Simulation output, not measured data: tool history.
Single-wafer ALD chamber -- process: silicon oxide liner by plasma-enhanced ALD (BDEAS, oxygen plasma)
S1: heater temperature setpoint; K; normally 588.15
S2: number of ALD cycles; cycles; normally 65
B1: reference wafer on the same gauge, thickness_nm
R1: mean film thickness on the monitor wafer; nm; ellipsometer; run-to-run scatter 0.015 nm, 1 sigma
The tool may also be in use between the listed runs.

run	hour	S1	S2	B1	R1
1	0	588.15	65	6.125	6.098
2	23.5	588.15	65	6.123	6.101
3	53.3	588.15	65	6.119	6.133
4	72.1	599.15	60	6.119	5.538
5	93.6	599.15	60	6.123	5.594
6	122.1	599.15	60	6.114	5.574
7	153.5	597.15	69	6.109	6.426
8	187.6	597.15	69	6.116	6.394
9	207.5	597.15	69	6.118	6.42
10	223.4	588.15	65	6.12	6.101
11	277.7	588.15	65	6.119	6.124
12	297	588.15	65	6.122	6.119
13	330.4	588.15	65	6.126	6.127
14	346.4	588.15	65	6.129	6.133
15	359.2	588.15	65	6.121	6.093
16	372.9	588.15	65	6.122	6.109
17	385.9	588.15	65	6.123	6.124
18	408.8	588.15	65	6.116	6.115
19	437.9	588.15	65	6.13	6.118
20	465.2	577.15	65	6.123	6.174
21	480.9	577.15	65	6.121	6.191
22	502.4	577.15	65	6.119	6.188
23	517.8	588.15	58	6.118	5.436
24	544.8	579.15	55	6.126	5.225
25	598.5	588.15	65	6.123	6.106
26	631.4	575.15	59	6.128	5.645
# hour 649.3: thermocouple changed; heater temperature recalibrated
27	658.2	588.15	65	6.118	6.108
28	676.5	579.15	78	6.129	7.409
29	695.8	596.15	53	6.121	4.926
30	729	588.15	65	6.124	6.094
# hour 761.1: gauge calibrated
31	763.6	599.15	54	6.125	5.011
32	785.4	579.15	53	6.123	5.019
33	811.8	597.15	61	6.121	5.672
34	843.9	573.15	71	6.12	6.832
35	863.7	588.15	65	6.116	6.093
36	878	588.15	65	6.125	6.147
37	892.2	588.15	65	6.118	6.136
38	911.9	588.15	53	6.128	4.989
39	927.2	588.15	65	6.112	6.123
40	950.2	598.15	55	6.123	5.11
41	971.6	580.15	56	6.113	5.314
42	995.9	581.15	54	6.122	5.139

For each run, what was the tool's unlogged condition?
wafer temperature above the value expected at the setpoint (K): 0 across all the runs
gauge reads high (%): 0 across all the runs
